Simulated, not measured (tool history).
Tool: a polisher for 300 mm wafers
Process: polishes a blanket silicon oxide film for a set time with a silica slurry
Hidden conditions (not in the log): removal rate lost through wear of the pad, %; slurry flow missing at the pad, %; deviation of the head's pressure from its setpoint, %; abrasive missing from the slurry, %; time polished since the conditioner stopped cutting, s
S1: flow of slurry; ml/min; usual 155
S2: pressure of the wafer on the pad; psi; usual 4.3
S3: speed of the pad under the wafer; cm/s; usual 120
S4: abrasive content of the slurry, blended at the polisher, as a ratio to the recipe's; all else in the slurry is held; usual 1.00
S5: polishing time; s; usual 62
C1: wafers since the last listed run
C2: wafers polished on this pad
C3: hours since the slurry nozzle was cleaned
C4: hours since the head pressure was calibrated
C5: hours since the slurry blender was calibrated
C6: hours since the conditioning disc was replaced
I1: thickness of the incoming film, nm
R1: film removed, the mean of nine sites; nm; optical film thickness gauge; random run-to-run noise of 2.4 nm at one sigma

run,hour,S1,S2,S3,S4,S5,C1,C2,C3,C4,C5,C6,I1,R1
1,0.0,170,3.8,120,1.00,62,0,407,259.0,649.1,31.4,30.6,1194.6,209.3
2,36.6,155,4.3,120,1.00,62,488,896,295.6,685.7,68.0,67.2,1197.2,227.4
3,100.3,155,4.3,120,1.00,62,849,1746,359.3,749.4,131.7,130.9,1213.4,222.1
# hour 107.6: slurry nozzle cleaned
4,154.7,155,4.3,120,1.00,62,712,2458,47.1,803.8,186.1,185.3,1218.5,229.9
# hour 188.7: conditioning disc replaced and pad reconditioned
5,213.6,155,4.3,120,1.00,52,759,3217,106.0,862.7,245.0,24.9,1227.0,195.3
# hour 222.9: worn pad replaced by a new one
6,285.2,155,4.3,120,1.00,62,901,831,177.6,934.3,316.6,96.5,1228.7,233.3
# hour 314.2: slurry blender recalibrated
7,341.5,155,4.3,120,1.00,62,724,1556,233.9,990.6,27.3,152.8,1223.9,229.2
8,405.3,155,4.3,120,1.00,62,851,2407,297.7,1054.4,91.1,216.6,1223.5,224.0
# hour 439.0: conditioning disc replaced and pad reconditioned
# hour 442.4: worn pad replaced by a new one
# hour 475.5: slurry nozzle cleaned
9,476.0,155,5.2,120,1.00,62,857,434,0.5,1125.1,161.8,37.0,1214.1,280.2
10,503.0,155,4.3,120,1.00,62,360,794,27.5,1152.1,188.8,64.0,1206.0,235.8
11,570.6,155,4.3,120,1.00,62,901,1696,95.1,1219.7,256.4,131.6,1208.7,231.7
# hour 634.5: slurry blender recalibrated
# hour 674.7: worn pad replaced by a new one
# hour 703.3: conditioning disc replaced and pad reconditioned
12,719.3,140,4.3,120,1.00,62,1877,568,243.8,1368.4,84.8,16.0,1211.8,223.8
13,780.1,155,4.3,150,1.00,62,811,1379,304.6,1429.2,145.6,76.8,1196.0,264.2
14,807.9,155,3.7,100,1.00,62,370,1750,332.4,1457.0,173.4,104.6,1223.3,172.5
15,874.8,155,4.3,96,1.00,62,892,2643,399.3,1523.9,240.3,171.5,1216.1,185.0
# hour 911.1: head pressure recalibrated
16,914.5,155,3.4,134,1.30,62,502,3146,439.0,3.4,280.0,211.2,1209.7,210.2
# hour 926.7: slurry nozzle cleaned
# hour 939.8: worn pad replaced by a new one
# hour 974.9: conditioning disc replaced and pad reconditioned
17,977.5,140,5.5,120,0.75,49,747,476,50.8,66.4,343.0,2.6,1217.9,207.0
# hour 993.8: slurry blender recalibrated
18,1008.6,130,5.4,82,1.00,48,388,865,81.9,97.5,14.8,33.7,1228.1,163.4
19,1046.7,155,4.3,120,1.00,62,508,1373,120.0,135.6,52.9,71.8,1205.9,231.1
20,1081.6,155,3.4,120,1.00,62,465,1839,154.9,170.5,87.8,106.7,1217.6,189.1
21,1121.4,155,4.3,120,1.00,62,530,2370,194.7,210.3,127.6,146.5,1216.9,231.9
22,1183.0,155,4.3,120,1.00,62,821,3191,256.3,271.9,189.2,208.1,1206.0,224.2
# hour 1189.6: worn pad replaced by a new one
# hour 1218.6: conditioning disc replaced and pad reconditioned
23,1227.3,155,4.3,104,0.80,74,510,476,300.6,316.2,233.5,8.7,1204.3,225.7
24,1273.2,155,4.3,98,0.80,40,612,1088,346.5,362.1,279.4,54.6,1215.6,114.2

Consider 4 possible next runs. They are alternatives, not a sequence: every one starts from the tool as it was left by run 24. What does each give?
A,1273.6,155,4.3,120,1.00,62,5,1093,346.9,362.5,279.8,55.0,1186.2,?
B,1273.6,175,4.3,120,1.00,62,5,1093,346.9,362.5,279.8,55.0,1186.2,?
C,1273.6,190,4.3,108,1.15,47,5,1093,346.9,362.5,279.8,55.0,1186.2,?
D,1273.6,185,3.3,120,1.00,46,5,1093,346.9,362.5,279.8,55.0,1186.2,?

run,R1
A,222.8
B,227.7
C,170.0
D,136.1
The same runs, with their run-to-run variation unchanged, on a tool lacking any hidden condition would have given:
run,R1
A,238.4
B,242.3
C,180.2
D,144.5
